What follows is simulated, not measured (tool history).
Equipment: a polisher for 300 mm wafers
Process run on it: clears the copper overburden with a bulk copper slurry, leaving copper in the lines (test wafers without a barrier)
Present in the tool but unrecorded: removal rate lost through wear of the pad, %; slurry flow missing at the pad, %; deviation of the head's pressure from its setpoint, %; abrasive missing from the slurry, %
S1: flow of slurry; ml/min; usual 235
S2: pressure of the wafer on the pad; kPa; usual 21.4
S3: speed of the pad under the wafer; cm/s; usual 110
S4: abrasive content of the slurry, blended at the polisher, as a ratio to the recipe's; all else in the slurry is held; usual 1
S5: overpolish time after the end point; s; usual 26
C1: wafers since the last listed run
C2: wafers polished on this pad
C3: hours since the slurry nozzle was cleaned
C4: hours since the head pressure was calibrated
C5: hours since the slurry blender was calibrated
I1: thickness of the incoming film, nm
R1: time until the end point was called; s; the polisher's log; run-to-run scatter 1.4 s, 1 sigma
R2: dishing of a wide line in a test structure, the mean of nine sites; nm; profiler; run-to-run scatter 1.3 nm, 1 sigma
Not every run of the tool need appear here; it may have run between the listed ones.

run     day   S1    S2   S3    S4  S5   C1    C2     C3      C4     C5     I1     R1     R2
  1       0  235  21.4  110     1  26    0   886  598.6   856.4    249  712.7   67.7  136.3
  2   1.504  235  21.4  110     1  26  207  1093  634.7   892.5  285.1  716.6   68.6  133.8
  3   3.742  235  21.4  110     1  26  308  1401  688.4   946.2  338.8  713.8   68.8    137
  4   4.992  235  21.4  110     1  26  172  1573  718.4   976.2  368.8  712.7     68  133.7
      6.046  -- slurry nozzle cleaned
  5   6.892  235  21.4  110     1  26  255  1829   20.3  1021.8  414.4  713.7   66.8  134.8
  6   9.533  235  21.4  110     1  26  363  2193   83.7  1085.2  477.8  693.8   63.9  137.5
  7  10.571  290  21.4  110  0.85  26  142  2336  108.6  1110.1  502.7  698.5   64.5  137.5
  8  12.829  235  21.4  138     1  26  311  2647  162.8  1164.3  556.9  715.5   52.7  154.1
     13.017  -- slurry blender recalibrated
  9  14.142  195  21.4  110     1  26  169  2817  194.3  1195.8     27  711.1   66.4  134.3
 10  15.762  170  26.2  134     1  39  223  3040  233.2  1234.7   65.9  706.3     45  185.3
 11  18.475  235  21.4  110     1  26  373  3413  298.3  1299.8    131  711.4   63.8  139.5
     19.729  -- worn pad replaced by a new one
 12    20.4  235  28.3   80   0.9  11  242    92  344.5    1346  177.2  715.6   68.7   78.9
 13  23.329  195  25.5  110   0.7  12  403   495  414.8  1416.3  247.5    720   57.3   95.1
 14  26.175  290  21.4  136     1  37  391   887  483.1  1484.6  315.8  715.4   51.3  172.6
 15  29.112  235  21.4  110     1  26  404  1292  553.6  1555.1  386.3  705.6   62.6    138
     29.658  -- head pressure recalibrated
 16  30.688  270  26.2   84  0.85  26  205  1497  591.4    24.7  424.1  716.6   78.2    131
 17  32.112  235  21.4  132   1.3  40  196  1694  625.6    58.9  458.3    719   54.2  168.5
 18   33.25  235  25.5  110  1.25  26  156  1850  652.9    86.2  485.6  724.4     56    151
 19  34.604  285  21.4  110   1.2  26  186  2037  685.4   118.7  518.1  704.9   64.7  135.3
     36.621  -- slurry blender recalibrated
 20   37.05  185  16.5  110     1  26  325  2362  744.1   177.4   10.3  706.8   92.2  108.6
     38.788  -- slurry nozzle cleaned
     39.396  -- worn pad replaced by a new one
 21  39.979  235  21.4  110     1  26  374    80   28.6   247.7   80.6  707.5   71.7  134.3
 22  42.833  235  21.4  110   0.8  19  393   473   97.1   316.2  149.1  710.8   70.3  111.4
 23  45.575  175  14.5  110   0.8  14  377   851  162.9     382  214.9  698.7  107.5   63.2
 24  47.908  235  21.4  110     1  26  321  1172  218.9     438  270.9  701.6   68.4  135.3
 25  50.179  305  21.4   84   0.9  26  312  1485  273.4   492.5  325.4  714.1   88.6  117.3

Forecast run 26:
 26  51.829  270  23.4  138   1  26  227  1712  313  532.1  365  699.9   ?   ?

Run 26 gave R1 45.8 s, R2 161.8 nm.
If the tool had no hidden condition, the same run with the same run-to-run variation would have returned R1 48.4 s, R2 156.7 nm.

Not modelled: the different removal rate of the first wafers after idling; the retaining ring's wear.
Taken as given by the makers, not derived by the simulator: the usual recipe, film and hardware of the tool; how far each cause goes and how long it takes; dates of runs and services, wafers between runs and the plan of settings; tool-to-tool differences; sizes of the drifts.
